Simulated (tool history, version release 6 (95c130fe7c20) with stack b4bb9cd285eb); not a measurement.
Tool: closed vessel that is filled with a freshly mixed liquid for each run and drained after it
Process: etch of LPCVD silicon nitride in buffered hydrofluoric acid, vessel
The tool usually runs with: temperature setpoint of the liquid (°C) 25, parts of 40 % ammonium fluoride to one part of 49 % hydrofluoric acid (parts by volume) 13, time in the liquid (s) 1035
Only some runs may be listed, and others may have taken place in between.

run     day  temperature setpoint of the liquid (°C)  parts of 40 % ammonium fluoride to one part of 49 % hydrofluoric acid (parts by volume)  time in the liquid (s)  read-back film thickness of the LPCVD silicon nitride reference wafer, read on the same gauge (nm)  thickness taken off the LPCVD silicon nitride on a monitor wafer (angstrom)
  1       0                                       25                                                                                       13                    1035                                                                                               29.99                                                                        113.9
  2   3.933                                       25                                                                                       13                    1035                                                                                               29.99                                                                        113.7
  3  11.029                                       25                                                                                      9.5                    1035                                                                                               29.97                                                                        152.6
  4  12.875                                       25                                                                                      9.5                    1035                                                                                                  30                                                                        152.4
  5  16.854                                       25                                                                                       13                    1035                                                                                                  30                                                                        112.5
  6  20.946                                       25                                                                                       13                    1035                                                                                               29.99                                                                        112.8
  7  24.925                                       25                                                                                       13                    1035                                                                                               29.96                                                                        111.9
  8  27.979                                       25                                                                                       13                    1035                                                                                               29.97                                                                        112.4
     29.412  -- hydrofluoric acid flow meter replaced
  9  31.658                                       25                                                                                       13                    1035                                                                                                  30                                                                        115.2
 10  33.333                                       25                                                                                       13                    1035                                                                                                  30                                                                        114.7
 11  35.971                                       25                                                                                       13                    1035                                                                                               30.01                                                                        114.5
 12  38.346                                       23                                                                                     16.5                    1035                                                                                               30.02                                                                         81.4
 13  42.404                                       23                                                                                     16.5                     525                                                                                               29.98                                                                         41.1
 14  44.546                                       23                                                                                     16.5                    1035                                                                                               29.99                                                                         81.2
     46.396  -- thermometer replaced
     46.529  -- gauge calibrated
 15  46.917                                       25                                                                                       13                    1035                                                                                               29.99                                                                        116.6
 16  50.508                                       22                                                                                      9.5                    1035                                                                                               30.01                                                                        132.3
 17  52.946                                       28                                                                                        9                    1480                                                                                               30.02                                                                        270.8

Run 18, settings as shown, results not yet in. Your forecast:
 18  63.658                                       25                                                                                       13                    1035                                                                                                   ?                                                                            ?

read-back film thickness of the LPCVD silicon nitride reference wafer, read on the same gauge (nm): 29.99
thickness taken off the LPCVD silicon nitride on a monitor wafer (angstrom): 115.6
With no hidden state in the tool, this same run would have given thickness taken off the LPCVD silicon nitride on a monitor wafer (angstrom) 117.9.

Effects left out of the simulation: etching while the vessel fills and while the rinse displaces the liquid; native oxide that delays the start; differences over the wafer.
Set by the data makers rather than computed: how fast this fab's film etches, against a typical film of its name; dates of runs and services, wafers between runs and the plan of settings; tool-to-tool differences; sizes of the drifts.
